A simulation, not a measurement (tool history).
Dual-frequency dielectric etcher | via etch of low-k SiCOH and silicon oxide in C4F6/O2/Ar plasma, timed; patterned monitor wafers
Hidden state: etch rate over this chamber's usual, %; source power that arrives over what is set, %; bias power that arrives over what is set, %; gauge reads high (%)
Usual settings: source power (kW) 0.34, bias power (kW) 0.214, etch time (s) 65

run	hour	source power (kW)	bias power (kW)	etch time (s)	wafers since the last listed run	hours since the last wet clean	hours since the last source power generator calibration	hours since the last bias power generator calibration	hours since the last upper electrode change	hours since the gauge calibration	read-back reference wafer on the same gauge, depth_nm	mean etch depth across the wafer (angstrom)
1	0	0.34	0.214	65	0	317.6	1135.7	2048	3399.3	23.4	180.9	1615
2	15.4	0.34	0.214	65	149	333	1151.1	2063.4	3414.7	38.8	181.3	1604
3	26.8	0.34	0.214	65	110	344.4	1162.5	2074.8	3426.1	50.2	181	1590
4	43.4	0.32	0.214	65	161	361	1179.1	2091.4	3442.7	66.8	181.3	1576
5	56.3	0.32	0.214	65	125	373.9	1192	2104.3	3455.6	79.7	181	1568
6	62.8	0.34	0.214	65	63	380.4	1198.5	2110.8	3462.1	86.2	180.9	1602
7	78.5	0.34	0.214	65	152	396.1	1214.2	2126.5	3477.8	101.9	181.1	1591
# hour 116.8: wet clean of the chamber
8	126.5	0.34	0.214	65	233	9.7	1262.2	2174.5	3525.8	149.9	181	1679
9	136.6	0.34	0.183	65	98	19.8	1272.3	2184.6	3535.9	160	181	1587
10	149.1	0.34	0.183	65	121	32.3	1284.8	2197.1	3548.4	172.5	181.2	1583
11	156.6	0.34	0.183	65	72	39.8	1292.3	2204.6	3555.9	180	181	1576
# hour 170.9: bias power generator calibrated
# hour 171.6: source power generator calibrated
# hour 181: upper electrode replaced
12	181.5	0.34	0.214	65	104	64.7	9.9	10.6	0.5	204.9	180.8	1668
13	187	0.37	0.178	84	53	70.2	15.4	16.1	6	210.4	180.9	2059

The next listed run, before its measurement:
14	203.1	0.34	0.214	65	156	86.3	31.5	32.2	22.1	226.5	?	?

{"run 14": {"read-back reference wafer on the same gauge, depth_nm": 181.2, "mean etch depth across the wafer (angstrom)": 1663}}
Without the tool's hidden state the same run would have given mean etch depth across the wafer (angstrom) 1676.
